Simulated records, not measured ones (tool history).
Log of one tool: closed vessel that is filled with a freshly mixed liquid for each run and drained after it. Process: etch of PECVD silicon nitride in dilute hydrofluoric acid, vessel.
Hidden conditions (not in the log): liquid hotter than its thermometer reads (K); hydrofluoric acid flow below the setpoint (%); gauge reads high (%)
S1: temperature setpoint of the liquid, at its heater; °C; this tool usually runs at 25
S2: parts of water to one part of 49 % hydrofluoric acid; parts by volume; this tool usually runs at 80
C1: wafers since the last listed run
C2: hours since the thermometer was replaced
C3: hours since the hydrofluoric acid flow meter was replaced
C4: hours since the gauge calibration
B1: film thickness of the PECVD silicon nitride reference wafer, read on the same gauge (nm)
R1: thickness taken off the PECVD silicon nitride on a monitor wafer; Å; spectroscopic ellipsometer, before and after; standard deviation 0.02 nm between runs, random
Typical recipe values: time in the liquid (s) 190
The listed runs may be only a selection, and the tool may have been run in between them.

run 1 hour=0 | S1=25 S2=80 time_in_the_liquid_(s)=230 | C1=0 C2=1822.1 C3=1689.9 C4=74.1 | B1=129.966 | R1=65.36
run 2 hour=15.3 | S1=25 S2=80 time_in_the_liquid_(s)=230 | C1=1720 C2=1837.4 C3=1705.2 C4=89.4 | B1=129.968 | R1=65.55
run 3 hour=24 | S1=25 S2=80 time_in_the_liquid_(s)=190 | C1=978 C2=1846.1 C3=1713.9 C4=98.1 | B1=130.003 | R1=54.45
run 4 hour=32.4 | S1=25 S2=80 time_in_the_liquid_(s)=190 | C1=944 C2=1854.5 C3=1722.3 C4=106.5 | B1=130.036 | R1=53.97
run 5 hour=50.1 | S1=25 S2=80 time_in_the_liquid_(s)=190 | C1=1989 C2=1872.2 C3=1740 C4=124.2 | B1=130.011 | R1=54.73
run 6 hour=60.3 | S1=28.5 S2=105 time_in_the_liquid_(s)=190 | C1=1146 C2=1882.4 C3=1750.2 C4=134.4 | B1=129.987 | R1=51.59
run 7 hour=69.7 | S1=22 S2=60 time_in_the_liquid_(s)=190 | C1=1056 C2=1891.8 C3=1759.6 C4=143.8 | B1=129.996 | R1=59.6
run 8 hour=88.1 | S1=22 S2=60 time_in_the_liquid_(s)=190 | C1=2068 C2=1910.2 C3=1778 C4=162.2 | B1=129.978 | R1=59.54
-- hour=95.7 gauge calibrated
-- hour=98.3 thermometer replaced
run 9 hour=98.8 | S1=25 S2=80 time_in_the_liquid_(s)=190 | C1=1090 C2=0.5 C3=1788.7 C4=3.1 | B1=130.018 | R1=46.06
run 10 hour=114.7 | S1=20 S2=95 time_in_the_liquid_(s)=120 | C1=1787 C2=16.4 C3=1804.6 C4=19 | B1=130.034 | R1=17.69
run 11 hour=125.7 | S1=23.5 S2=70 time_in_the_liquid_(s)=80 | C1=1236 C2=27.4 C3=1815.6 C4=30 | B1=130.007 | R1=20.05
run 12 hour=141.5 | S1=22 S2=80 time_in_the_liquid_(s)=85 | C1=1776 C2=43.2 C3=1831.4 C4=45.8 | B1=129.99 | R1=16.84
-- hour=151.9 hydrofluoric acid flow meter replaced
run 13 hour=157.5 | S1=25 S2=65 time_in_the_liquid_(s)=300 | C1=1686 C2=59.2 C3=5.6 C4=61.8 | B1=130.011 | R1=90.23
run 14 hour=167.4 | S1=27.5 S2=65 time_in_the_liquid_(s)=190 | C1=1113 C2=69.1 C3=15.5 C4=71.7 | B1=130.011 | R1=67.18
run 15 hour=177.7 | S1=25 S2=80 time_in_the_liquid_(s)=190 | C1=1158 C2=79.4 C3=25.8 C4=82 | B1=130.023 | R1=46.67
run 16 hour=187.3 | S1=28 S2=55 time_in_the_liquid_(s)=110 | C1=1079 C2=89 C3=35.4 C4=91.6 | B1=129.999 | R1=47.52
run 17 hour=194.9 | S1=25 S2=80 time_in_the_liquid_(s)=190 | C1=854 C2=96.6 C3=43 C4=99.2 | B1=129.99 | R1=46.33

Exercise: give the hidden state of the tool at every run:
hydrofluoric acid flow below the setpoint (%): 0 in every run
gauge reads high (%): 0 in every run
H1: liquid hotter than its thermometer reads (K)
run=1 H1=2.5
run=2 H1=2.52
run=3 H1=2.53
run=4 H1=2.55
run=5 H1=2.57
run=6 H1=2.58
run=7 H1=2.6
run=8 H1=2.62
run=9 H1=0.063
run=10 H1=0.0844
run=11 H1=0.0993
run=12 H1=0.121
run=13 H1=0.142
run=14 H1=0.156
run=15 H1=0.169
run=16 H1=0.182
run=17 H1=0.193
